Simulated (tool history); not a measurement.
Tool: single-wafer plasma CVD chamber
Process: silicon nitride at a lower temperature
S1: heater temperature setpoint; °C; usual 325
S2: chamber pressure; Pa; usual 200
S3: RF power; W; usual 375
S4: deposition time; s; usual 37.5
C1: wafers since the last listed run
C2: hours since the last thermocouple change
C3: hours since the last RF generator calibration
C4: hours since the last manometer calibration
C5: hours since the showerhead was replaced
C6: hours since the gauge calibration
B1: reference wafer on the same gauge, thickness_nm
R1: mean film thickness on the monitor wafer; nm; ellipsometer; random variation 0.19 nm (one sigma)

run 1 day=0 | S1=325 S2=200 S3=375 S4=37.5 | C1=0 C2=1445 C3=2421 C4=1623.2 C5=3648 C6=316.2 | B1=56.174 | R1=47.956
-- day=0.529 gauge calibrated
run 2 day=1.054 | S1=325 S2=200 S3=375 S4=37.5 | C1=452 C2=1470.3 C3=2446.3 C4=1648.5 C5=3673.3 C6=12.6 | B1=57.031 | R1=48.791
run 3 day=2.096 | S1=325 S2=200 S3=350 S4=37.5 | C1=447 C2=1495.3 C3=2471.3 C4=1673.5 C5=3698.3 C6=37.6 | B1=56.961 | R1=46.099
run 4 day=3.488 | S1=325 S2=200 S3=375 S4=35.4 | C1=597 C2=1528.7 C3=2504.7 C4=1706.9 C5=3731.7 C6=71 | B1=56.903 | R1=46.054
run 5 day=4.658 | S1=325 S2=200 S3=375 S4=35.4 | C1=503 C2=1556.8 C3=2532.8 C4=1735 C5=3759.8 C6=99.1 | B1=56.842 | R1=45.662
run 6 day=5.638 | S1=317 S2=200 S3=375 S4=35.6 | C1=420 C2=1580.3 C3=2556.3 C4=1758.5 C5=3783.3 C6=122.6 | B1=56.78 | R1=46.374
run 7 day=6.317 | S1=317 S2=200 S3=375 S4=35.6 | C1=291 C2=1596.6 C3=2572.6 C4=1774.8 C5=3799.6 C6=138.9 | B1=56.766 | R1=46.267
run 8 day=7.804 | S1=317 S2=200 S3=375 S4=35.6 | C1=639 C2=1632.3 C3=2608.3 C4=1810.5 C5=3835.3 C6=174.6 | B1=56.667 | R1=45.919
run 9 day=8.988 | S1=325 S2=200 S3=420 S4=37.5 | C1=508 C2=1660.7 C3=2636.7 C4=1838.9 C5=3863.7 C6=203 | B1=56.614 | R1=53.074
run 10 day=9.983 | S1=325 S2=200 S3=420 S4=37.5 | C1=427 C2=1684.6 C3=2660.6 C4=1862.8 C5=3887.6 C6=226.9 | B1=56.512 | R1=53.074
run 11 day=11.212 | S1=325 S2=200 S3=375 S4=37.5 | C1=528 C2=1714.1 C3=2690.1 C4=1892.3 C5=3917.1 C6=256.4 | B1=56.471 | R1=48.188
run 12 day=12.083 | S1=329 S2=200 S3=450 S4=37.5 | C1=374 C2=1735 C3=2711 C4=1913.2 C5=3938 C6=277.3 | B1=56.418 | R1=55.527
-- day=12.508 thermocouple changed; heater temperature recalibrated
-- day=12.725 gauge calibrated
-- day=12.967 showerhead replaced
run 13 day=13.017 | S1=325 S2=227 S3=375 S4=40 | C1=114 C2=12.2 C3=2733.4 C4=1935.6 C5=1.2 C6=7 | B1=56.995 | R1=54.72
-- day=13.483 RF generator calibrated
run 14 day=13.612 | S1=332 S2=239 S3=430 S4=34 | C1=112 C2=26.5 C3=3.1 C4=1949.9 C5=15.5 C6=21.3 | B1=56.937 | R1=52.629
-- day=14.167 capacitance manometer re-zeroed and calibrated
run 15 day=14.238 | S1=325 S2=173 S3=420 S4=37.5 | C1=125 C2=41.5 C3=18.1 C4=1.7 C5=30.5 C6=36.3 | B1=56.96 | R1=50.175
run 16 day=15.038 | S1=332 S2=239 S3=430 S4=34 | C1=343 C2=60.7 C3=37.3 C4=20.9 C5=49.7 C6=55.5 | B1=56.897 | R1=52.564
run 17 day=16.375 | S1=332 S2=239 S3=430 S4=34 | C1=574 C2=92.8 C3=69.4 C4=53 C5=81.8 C6=87.6 | B1=56.769 | R1=52.223
run 18 day=17.021 | S1=325 S2=200 S3=375 S4=37.5 | C1=277 C2=108.3 C3=84.9 C4=68.5 C5=97.3 C6=103.1 | B1=56.722 | R1=48.578
run 19 day=17.758 | S1=325 S2=200 S3=335 S4=37.5 | C1=316 C2=126 C3=102.6 C4=86.2 C5=115 C6=120.8 | B1=56.751 | R1=44.216
run 20 day=18.812 | S1=325 S2=200 S3=375 S4=37.5 | C1=452 C2=151.3 C3=127.9 C4=111.5 C5=140.3 C6=146.1 | B1=56.708 | R1=48.641
run 21 day=19.75 | S1=325 S2=200 S3=440 S4=37.5 | C1=402 C2=173.8 C3=150.4 C4=134 C5=162.8 C6=168.6 | B1=56.638 | R1=54.871
run 22 day=20.862 | S1=331 S2=232 S3=315 S4=41.2 | C1=478 C2=200.5 C3=177.1 C4=160.7 C5=189.5 C6=195.3 | B1=56.55 | R1=47.891
run 23 day=21.688 | S1=325 S2=200 S3=420 S4=33.8 | C1=354 C2=220.3 C3=196.9 C4=180.5 C5=209.3 C6=215.1 | B1=56.511 | R1=47.786

4 ways to go on from here, each from the tool as it stands after run 23. What would each give?
run A day=21.704 | S1=325 S2=200 S3=375 S4=32.8 | C1=7 C2=220.7 C3=197.3 C4=180.9 C5=209.7 C6=215.5 | B1=? | R1=?
run B day=21.704 | S1=325 S2=200 S3=375 S4=40 | C1=7 C2=220.7 C3=197.3 C4=180.9 C5=209.7 C6=215.5 | B1=? | R1=?
run C day=21.704 | S1=325 S2=244 S3=375 S4=37.5 | C1=7 C2=220.7 C3=197.3 C4=180.9 C5=209.7 C6=215.5 | B1=? | R1=?
run D day=21.704 | S1=335 S2=200 S3=320 S4=41.9 | C1=7 C2=220.7 C3=197.3 C4=180.9 C5=209.7 C6=215.5 | B1=? | R1=?

run=A B1=56.532 R1=42.497
run=B B1=56.532 R1=51.804
run=C B1=56.532 R1=52.402
run=D B1=56.532 R1=46.693
Without the tool's hidden state the same runs would have given:
run=A R1=42.858
run=B R1=52.243
run=C R1=52.846
run=D R1=47.089
